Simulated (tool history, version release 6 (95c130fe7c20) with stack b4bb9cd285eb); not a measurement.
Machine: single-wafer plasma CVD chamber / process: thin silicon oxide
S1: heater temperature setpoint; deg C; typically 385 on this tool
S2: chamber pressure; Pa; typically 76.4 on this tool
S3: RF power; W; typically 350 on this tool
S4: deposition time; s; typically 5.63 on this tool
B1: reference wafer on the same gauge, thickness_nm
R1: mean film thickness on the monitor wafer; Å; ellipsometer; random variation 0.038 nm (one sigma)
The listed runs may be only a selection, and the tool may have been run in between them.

run	day	S1	S2	S3	S4	B1	R1
1	0	385	76.4	310	5.63	6.552	68.05
2	2.896	385	76.4	310	5.63	6.56	67.66
3	5.217	385	76.4	350	5.96	6.548	76.26
# day 6.333: showerhead replaced
4	6.683	385	76.4	350	5.96	6.556	76.35
# day 8.221: RF generator calibrated
5	8.242	385	76.4	350	5.96	6.561	75.64
6	11.104	378	76.4	350	5.63	6.553	72.1
7	13.775	378	76.4	350	5.63	6.559	72.32
8	14.796	394	76.4	350	5.63	6.561	71.95
# day 15.238: capacitance manometer re-zeroed and calibrated
9	16.529	385	76.4	350	5.63	6.55	74.68
10	18.538	385	76.4	350	4.85	6.553	64.27
11	20.671	371	58.8	350	5.63	6.569	58.59
12	22.046	385	65.3	350	4.62	6.56	52.82
13	23.188	400	76.4	280	5.63	6.559	66.85
14	25.154	385	76.4	350	5.12	6.564	67.99
# day 25.883: gauge calibrated
15	27.842	376	84.8	290	5.63	6.561	76.13
16	29.329	385	76.4	350	5.63	6.563	74.11
17	30.958	385	76.4	350	5.63	6.561	74.14
18	32.558	371	70.1	350	6.21	6.557	75.26
19	36.8	385	76.4	350	5.63	6.554	73.42
20	37.892	372	70.1	320	4.6	6.568	53.84
# day 39.608: thermocouple changed; heater temperature recalibrated
21	40.025	385	76.4	350	5.63	6.567	72.94
22	42.258	372	90.1	375	5.63	6.566	89.94
23	44.912	376	94.1	350	5.63	6.558	89.32
24	46.783	371	76.4	300	5.63	6.567	69.26
25	47.892	396	76.4	400	4.73	6.561	63.73
26	49.625	385	89.9	320	5.63	6.567	82.48
27	52.542	379	59.1	405	6.06	6.557	64.93
28	54.225	385	91.2	385	6.57	6.565	104.16
29	55.721	372	76.4	350	5.63	6.551	73.46

Run by run, hidden condition taken away, random variation retained:
The tool's hidden condition here consists of: wafer temperature above the value expected at the setpoint (K); delivered RF power above the setpoint (%); true pressure above the setpoint (%); gauge reads high (%).
run	R1
1	71.18
2	70.78
3	79.79
4	79.89
5	79.16
6	75.47
7	75.71
8	75.33
9	74.88
10	64.59
11	59.05
12	53.27
13	67.5
14	68.78
15	77.15
16	75.24
17	75.36
18	76.59
19	74.94
20	54.99
21	74.59
22	92.01
23	91.45
24	71.08
25	65.44
26	84.67
27	66.96
28	107.13
29	75.67

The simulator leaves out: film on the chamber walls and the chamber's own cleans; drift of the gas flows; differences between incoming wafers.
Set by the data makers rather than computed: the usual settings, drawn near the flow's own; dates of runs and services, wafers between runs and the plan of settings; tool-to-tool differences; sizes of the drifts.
